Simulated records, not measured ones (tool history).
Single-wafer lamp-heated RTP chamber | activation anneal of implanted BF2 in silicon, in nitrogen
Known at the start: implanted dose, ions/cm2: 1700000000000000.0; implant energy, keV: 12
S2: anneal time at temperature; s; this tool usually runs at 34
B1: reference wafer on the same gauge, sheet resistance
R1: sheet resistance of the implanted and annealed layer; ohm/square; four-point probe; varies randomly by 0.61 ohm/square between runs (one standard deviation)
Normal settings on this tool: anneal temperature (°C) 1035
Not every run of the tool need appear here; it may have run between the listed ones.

{"run": 1, "hour": 0.0, "anneal temperature (°C)": 1035, "S2": 34, "B1": 95.86, "R1": 110.54}
{"run": 2, "hour": 31.0, "anneal temperature (°C)": 1035, "S2": 34, "B1": 95.86, "R1": 110.85}
{"run": 3, "hour": 50.6, "anneal temperature (°C)": 1035, "S2": 34, "B1": 96.09, "R1": 110.38}
{"run": 4, "hour": 77.4, "anneal temperature (°C)": 1054, "S2": 22, "B1": 95.89, "R1": 104.61}
{"run": 5, "hour": 98.3, "anneal temperature (°C)": 1054, "S2": 22, "B1": 96.06, "R1": 104.17}
{"run": 6, "hour": 110.9, "anneal temperature (°C)": 1035, "S2": 30, "B1": 95.88, "R1": 114.8}
{"run": 7, "hour": 128.9, "anneal temperature (°C)": 1035, "S2": 30, "B1": 95.7, "R1": 114.55}
{"run": 8, "hour": 159.1, "anneal temperature (°C)": 1035, "S2": 30, "B1": 96.17, "R1": 114.24}
{"run": 9, "hour": 212.2, "anneal temperature (°C)": 1035, "S2": 34, "B1": 96.21, "R1": 110.95}
{"hour": 233.8, "done": "pyrometer window cleaned and pyrometer calibrated"}
{"run": 10, "hour": 253.7, "anneal temperature (°C)": 1035, "S2": 34, "B1": 95.86, "R1": 111.29}
{"run": 11, "hour": 284.9, "anneal temperature (°C)": 1035, "S2": 34, "B1": 96.18, "R1": 110.37}
{"run": 12, "hour": 300.5, "anneal temperature (°C)": 1048, "S2": 34, "B1": 96.22, "R1": 100.03}
{"run": 13, "hour": 320.3, "anneal temperature (°C)": 1048, "S2": 34, "B1": 96.03, "R1": 99.52}
{"hour": 324.3, "done": "gauge calibrated"}
{"run": 14, "hour": 347.6, "anneal temperature (°C)": 1048, "S2": 34, "B1": 95.96, "R1": 99.9}
{"hour": 383.5, "done": "reflector plate cleaned"}
{"run": 15, "hour": 384.0, "anneal temperature (°C)": 1035, "S2": 42, "B1": 96.01, "R1": 111.39}
{"run": 16, "hour": 404.6, "anneal temperature (°C)": 1035, "S2": 53, "B1": 96.18, "R1": 103.63}
{"run": 17, "hour": 425.7, "anneal temperature (°C)": 1035, "S2": 34, "B1": 95.88, "R1": 115.04}
{"run": 18, "hour": 455.3, "anneal temperature (°C)": 1035, "S2": 34, "B1": 95.95, "R1": 115.53}
{"run": 19, "hour": 486.7, "anneal temperature (°C)": 1026, "S2": 49, "B1": 95.96, "R1": 111.62}
{"run": 20, "hour": 519.4, "anneal temperature (°C)": 1022, "S2": 27, "B1": 95.85, "R1": 133.68}
{"run": 21, "hour": 550.3, "anneal temperature (°C)": 1035, "S2": 34, "B1": 95.96, "R1": 114.3}
{"run": 22, "hour": 579.6, "anneal temperature (°C)": 1015, "S2": 41, "B1": 96.15, "R1": 126.27}
{"hour": 602.6, "done": "pyrometer window cleaned and pyrometer calibrated"}
{"run": 23, "hour": 603.1, "anneal temperature (°C)": 1055, "S2": 34, "B1": 95.88, "R1": 97.53}
{"run": 24, "hour": 627.2, "anneal temperature (°C)": 1059, "S2": 34, "B1": 95.85, "R1": 92.43}
{"run": 25, "hour": 684.8, "anneal temperature (°C)": 1035, "S2": 34, "B1": 96.15, "R1": 113.69}
{"run": 26, "hour": 703.4, "anneal temperature (°C)": 1021, "S2": 14, "B1": 96.0, "R1": 157.16}
{"run": 27, "hour": 716.2, "anneal temperature (°C)": 1035, "S2": 34, "B1": 96.11, "R1": 112.31}
{"run": 28, "hour": 746.8, "anneal temperature (°C)": 1021, "S2": 24, "B1": 95.71, "R1": 135.9}
{"run": 29, "hour": 767.0, "anneal temperature (°C)": 1017, "S2": 24, "B1": 96.14, "R1": 140.03}
{"run": 30, "hour": 790.1, "anneal temperature (°C)": 1035, "S2": 23, "B1": 96.29, "R1": 122.83}

Branching from run 30: 4 alternative next runs. What would each branch give?
{"run": "A", "hour": 790.5, "anneal temperature (°C)": 1022, "S2": 34, "B1": "?", "R1": "?"}
{"run": "B", "hour": 790.5, "anneal temperature (°C)": 1035, "S2": 22, "B1": "?", "R1": "?"}
{"run": "C", "hour": 790.5, "anneal temperature (°C)": 1035, "S2": 54, "B1": "?", "R1": "?"}
{"run": "D", "hour": 790.5, "anneal temperature (°C)": 1055, "S2": 25, "B1": "?", "R1": "?"}

run=A B1=95.94 R1=122.72
run=B B1=95.94 R1=124.04
run=C B1=95.94 R1=99.35
run=D B1=95.94 R1=102.29
Take away the tool's hidden state, keep each run's random variation, and the runs would have read:
run=A R1=129.07
run=B R1=130.41
run=C R1=104.35
run=D R1=108.21
